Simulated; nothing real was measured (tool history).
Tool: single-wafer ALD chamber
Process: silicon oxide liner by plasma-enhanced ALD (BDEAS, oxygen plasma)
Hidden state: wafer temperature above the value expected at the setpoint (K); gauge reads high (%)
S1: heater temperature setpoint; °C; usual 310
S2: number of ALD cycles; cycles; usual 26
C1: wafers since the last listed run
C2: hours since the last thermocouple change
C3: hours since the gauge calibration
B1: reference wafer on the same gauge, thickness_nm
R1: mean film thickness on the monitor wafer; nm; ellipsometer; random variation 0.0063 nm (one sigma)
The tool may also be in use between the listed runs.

run,hour,S1,S2,C1,C2,C3,B1,R1
1,0,310,26,0,614.1,2209.5,2.258,2.53
2,95.5,310,26,604,709.6,2305,2.258,2.534
3,162.4,310,26,423,776.5,2371.9,2.262,2.54
4,256.3,321,26,594,870.4,2465.8,2.266,2.506
5,326.5,321,26,444,940.6,2536,2.263,2.505
6,431.8,321,26,667,1045.9,2641.3,2.265,2.508
7,468.1,310,26,229,1082.2,2677.6,2.27,2.549
8,618.6,310,26,953,1232.7,2828.1,2.273,2.548
9,727.5,310,26,689,1341.6,2937,2.278,2.556
10,780.7,310,26,337,1394.8,2990.2,2.274,2.559
11,851.4,310,26,447,1465.5,3060.9,2.28,2.554
12,922.5,310,26,450,1536.6,3132,2.284,2.553
13,1006.1,317,22,529,1620.2,3215.6,2.286,2.153
14,1067,317,22,385,1681.1,3276.5,2.288,2.153
15,1140,317,22,462,1754.1,3349.5,2.288,2.153
16,1222.8,301,26,524,1836.9,3432.3,2.29,2.607
17,1278.1,301,26,350,1892.2,3487.6,2.293,2.606
18,1358.9,301,26,511,1973,3568.4,2.298,2.611
19,1438.9,306,26,506,2053,3648.4,2.3,2.587
# hour 1535.7: gauge calibrated
20,1543,306,26,659,2157.1,7.3,2.233,2.514
# hour 1584.8: thermocouple changed; heater temperature recalibrated
21,1603.9,317,24,335,19.1,68.2,2.237,2.303
22,1693.1,317,24,565,108.3,157.4,2.234,2.289
23,1745.6,301,26,332,160.8,209.9,2.235,2.544
24,1844.6,310,26,627,259.8,308.9,2.236,2.504
25,1950.8,304,26,672,366,415.1,2.237,2.514
26,2000,310,22,311,415.2,464.3,2.235,2.129
27,2307.7,310,26,1949,722.9,772,2.239,2.513
28,2357.1,310,26,312,772.3,821.4,2.238,2.52
29,2400.3,321,26,273,815.5,864.6,2.238,2.474
30,2492,310,26,580,907.2,956.3,2.241,2.518
31,2548.1,310,26,355,963.3,1012.4,2.24,2.515
32,2588.7,324,22,257,1003.9,1053,2.24,2.089
33,2632.8,318,23,279,1048,1097.1,2.242,2.203
34,2688.6,317,23,353,1103.8,1152.9,2.242,2.206
35,2736.1,310,23,300,1151.3,1200.4,2.243,2.215
36,2819.3,310,26,527,1234.5,1283.6,2.244,2.515
37,2885.2,303,30,417,1300.4,1349.5,2.246,2.949
38,2946.4,304,22,387,1361.6,1410.7,2.247,2.154
39,2982.5,321,28,228,1397.7,1446.8,2.248,2.677
40,3030.5,300,28,304,1445.7,1494.8,2.25,2.753
41,3152.1,310,26,770,1567.3,1616.4,2.249,2.538
42,3257.9,300,26,670,1673.1,1722.2,2.252,2.559
43,3323.2,315,30,413,1738.4,1787.5,2.253,2.91
44,3413.4,317,31,571,1828.6,1877.7,2.253,2.989
45,3481.7,321,21,432,1896.9,1946,2.256,2.013

What the log doesn't show, run by run:
wafer temperature above the value expected at the setpoint (K): 0 in every run
H1: gauge reads high (%)
run,H1
1,1.17
2,1.27
3,1.35
4,1.45
5,1.53
6,1.66
7,1.71
8,1.9
9,2.05
10,2.12
11,2.22
12,2.33
13,2.45
14,2.54
15,2.66
16,2.79
17,2.88
18,3.01
19,3.15
20,0.248
21,0.249
22,0.254
23,0.258
24,0.27
25,0.288
26,0.299
27,0.388
28,0.406
29,0.423
30,0.463
31,0.488
32,0.508
33,0.53
34,0.56
35,0.586
36,0.635
37,0.675
38,0.715
39,0.739
40,0.772
41,0.861
42,0.944
43,0.998
44,1.08
45,1.14
